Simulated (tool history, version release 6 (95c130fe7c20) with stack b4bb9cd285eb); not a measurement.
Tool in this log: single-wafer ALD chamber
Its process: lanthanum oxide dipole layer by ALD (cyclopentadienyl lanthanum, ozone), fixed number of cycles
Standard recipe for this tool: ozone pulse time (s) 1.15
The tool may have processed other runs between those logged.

run,hour,ozone pulse time (s),"read-back reference wafer on the same gauge, thickness_nm",mean film thickness on the monitor wafer (angstrom)
1,0,1.15,0.467,5.25
2,29.4,1,0.467,4.94
3,41.8,1.15,0.467,5.25
4,56.5,1.15,0.467,5.25
5,81.2,1.15,0.467,5.22
6,115.4,1.15,0.467,5.25
7,145,1.15,0.467,5.24
8,168.7,1.36,0.467,5.48
9,200.7,1.36,0.467,5.49
10,282.3,1.36,0.467,5.48
11,304,0.99,0.467,4.86
# hour 327.8: ozone generator serviced
12,328.3,1.15,0.467,5.32
13,348.3,1.15,0.468,5.32
14,372.7,1.27,0.467,5.47
15,459.9,1.27,0.467,5.45
# hour 483.2: thermocouple changed; heater temperature recalibrated
16,495.1,0.84,0.467,4.52
17,510.8,0.84,0.467,4.53
# hour 526.4: showerhead replaced
18,544,0.81,0.467,4.39
19,561.6,1.28,0.467,5.46
20,595.6,1.15,0.467,5.25
21,614.6,1.32,0.467,5.48
# hour 617.9: gauge calibrated
22,632.3,1.37,0.467,5.54
23,658.8,0.89,0.467,4.64
24,675,1.49,0.467,5.66
25,732.6,0.69,0.467,3.81
26,753.9,1.51,0.467,5.64
27,785,1.29,0.467,5.43
28,811.6,0.85,0.467,4.47
29,824.4,0.96,0.467,4.8
30,847.2,1.33,0.467,5.45
31,862.6,1.55,0.467,5.64
32,875.9,1.15,0.467,5.21
33,893.8,1.44,0.467,5.56
34,908.8,1.15,0.467,5.2

Below are 3 alternative next runs, each starting from the tool's condition after run 34. Predict each:
A,909.2,1.01,?,?
B,909.2,0.76,?,?
C,909.2,1.6,?,?

run,"read-back reference wafer on the same gauge, thickness_nm",mean film thickness on the monitor wafer (angstrom)
A,0.467,4.9
B,0.467,4.08
C,0.467,5.65
The same runs, with their run-to-run variation unchanged, on a tool lacking any hidden condition would have given:
run,mean film thickness on the monitor wafer (angstrom)
A,5.04
B,4.24
C,5.71
